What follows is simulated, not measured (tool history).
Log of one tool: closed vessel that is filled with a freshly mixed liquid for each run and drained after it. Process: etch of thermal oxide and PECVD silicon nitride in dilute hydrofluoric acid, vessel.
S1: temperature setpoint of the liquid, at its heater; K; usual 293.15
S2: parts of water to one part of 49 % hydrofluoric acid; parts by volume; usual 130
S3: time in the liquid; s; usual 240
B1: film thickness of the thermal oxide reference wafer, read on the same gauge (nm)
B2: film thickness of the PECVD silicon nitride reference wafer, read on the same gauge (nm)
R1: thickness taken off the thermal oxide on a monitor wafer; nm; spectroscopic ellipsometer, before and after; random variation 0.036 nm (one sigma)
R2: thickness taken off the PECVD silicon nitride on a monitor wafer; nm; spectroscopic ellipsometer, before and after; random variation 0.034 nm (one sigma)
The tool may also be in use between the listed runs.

{"run": 1, "hour": 0.0, "S1": 293.15, "S2": 130, "S3": 240, "B1": 29.98, "B2": 130.03, "R1": 7.2, "R2": 7.18}
{"run": 2, "hour": 39.4, "S1": 293.15, "S2": 130, "S3": 240, "B1": 30.02, "B2": 129.95, "R1": 7.22, "R2": 7.19}
{"hour": 83.5, "done": "gauge calibrated"}
{"run": 3, "hour": 89.6, "S1": 293.15, "S2": 130, "S3": 240, "B1": 29.99, "B2": 130.05, "R1": 7.19, "R2": 7.21}
{"run": 4, "hour": 146.8, "S1": 293.15, "S2": 130, "S3": 240, "B1": 29.99, "B2": 130.05, "R1": 7.15, "R2": 7.13}
{"run": 5, "hour": 181.4, "S1": 293.15, "S2": 160, "S3": 240, "B1": 29.97, "B2": 130.01, "R1": 5.68, "R2": 5.85}
{"run": 6, "hour": 194.3, "S1": 293.15, "S2": 130, "S3": 240, "B1": 30.0, "B2": 130.01, "R1": 7.21, "R2": 7.2}
{"hour": 221.3, "done": "thermometer replaced"}
{"run": 7, "hour": 224.6, "S1": 293.15, "S2": 130, "S3": 240, "B1": 30.02, "B2": 129.97, "R1": 7.17, "R2": 7.18}
{"hour": 233.2, "done": "hydrofluoric acid flow meter replaced"}
{"run": 8, "hour": 243.5, "S1": 293.15, "S2": 130, "S3": 240, "B1": 30.02, "B2": 129.98, "R1": 7.19, "R2": 7.18}
{"run": 9, "hour": 259.0, "S1": 293.15, "S2": 130, "S3": 195, "B1": 30.03, "B2": 130.0, "R1": 5.85, "R2": 5.83}
{"run": 10, "hour": 273.6, "S1": 293.15, "S2": 175, "S3": 240, "B1": 30.01, "B2": 130.01, "R1": 5.1, "R2": 5.4}
{"run": 11, "hour": 298.0, "S1": 291.65, "S2": 130, "S3": 95, "B1": 30.02, "B2": 130.0, "R1": 2.68, "R2": 2.56}
{"run": 12, "hour": 316.8, "S1": 293.15, "S2": 130, "S3": 180, "B1": 30.0, "B2": 129.93, "R1": 5.41, "R2": 5.39}
{"run": 13, "hour": 349.0, "S1": 290.15, "S2": 180, "S3": 240, "B1": 30.01, "B2": 129.99, "R1": 4.42, "R2": 4.27}
{"run": 14, "hour": 368.6, "S1": 296.15, "S2": 155, "S3": 190, "B1": 30.01, "B2": 129.98, "R1": 5.24, "R2": 5.86}
{"run": 15, "hour": 394.8, "S1": 293.15, "S2": 170, "S3": 125, "B1": 30.03, "B2": 129.98, "R1": 2.76, "R2": 2.85}
{"run": 16, "hour": 407.7, "S1": 293.15, "S2": 130, "S3": 240, "B1": 29.99, "B2": 130.01, "R1": 7.24, "R2": 7.17}
{"run": 17, "hour": 421.8, "S1": 297.65, "S2": 170, "S3": 380, "B1": 30.03, "B2": 129.99, "R1": 10.03, "R2": 11.67}
{"run": 18, "hour": 443.3, "S1": 293.15, "S2": 130, "S3": 135, "B1": 30.0, "B2": 129.94, "R1": 4.08, "R2": 4.04}
{"run": 19, "hour": 478.9, "S1": 291.15, "S2": 170, "S3": 300, "B1": 29.98, "B2": 129.97, "R1": 6.06, "R2": 6.06}
{"run": 20, "hour": 513.1, "S1": 293.15, "S2": 130, "S3": 240, "B1": 30.0, "B2": 130.01, "R1": 7.14, "R2": 7.19}
{"run": 21, "hour": 544.0, "S1": 290.15, "S2": 130, "S3": 155, "B1": 30.01, "B2": 130.03, "R1": 4.12, "R2": 3.77}
{"run": 22, "hour": 570.5, "S1": 293.15, "S2": 130, "S3": 240, "B1": 29.99, "B2": 129.99, "R1": 7.19, "R2": 7.1}
{"hour": 585.5, "done": "gauge calibrated"}
{"run": 23, "hour": 588.1, "S1": 290.15, "S2": 70, "S3": 305, "B1": 30.01, "B2": 129.97, "R1": 15.98, "R2": 13.52}
{"run": 24, "hour": 605.7, "S1": 295.65, "S2": 130, "S3": 290, "B1": 30.01, "B2": 129.96, "R1": 9.6, "R2": 10.12}
{"run": 25, "hour": 640.2, "S1": 293.15, "S2": 130, "S3": 240, "B1": 30.03, "B2": 130.03, "R1": 7.16, "R2": 7.25}
{"run": 26, "hour": 670.4, "S1": 296.15, "S2": 105, "S3": 240, "B1": 30.0, "B2": 129.94, "R1": 10.28, "R2": 10.83}
{"run": 27, "hour": 691.5, "S1": 293.15, "S2": 130, "S3": 240, "B1": 30.02, "B2": 130.01, "R1": 7.13, "R2": 7.17}

Forecast each of these 3 alternatives for the next run:
{"run": "A", "hour": 692.2, "S1": 293.15, "S2": 130, "S3": 365, "B1": "?", "B2": "?", "R1": "?", "R2": "?"}
{"run": "B", "hour": 692.2, "S1": 294.65, "S2": 130, "S3": 350, "B1": "?", "B2": "?", "R1": "?", "R2": "?"}
{"run": "C", "hour": 692.2, "S1": 293.15, "S2": 95, "S3": 240, "B1": "?", "B2": "?", "R1": "?", "R2": "?"}

run=A B1=30.00 B2=129.99 R1=10.89 R2=10.83
run=B B1=30.00 B2=129.99 R1=11.09 R2=11.48
run=C B1=30.00 B2=129.99 R1=10.18 R2=9.67
Without the tool's hidden state the same runs would have given:
run=A R1=10.89 R2=10.83
run=B R1=11.09 R2=11.48
run=C R1=10.18 R2=9.67
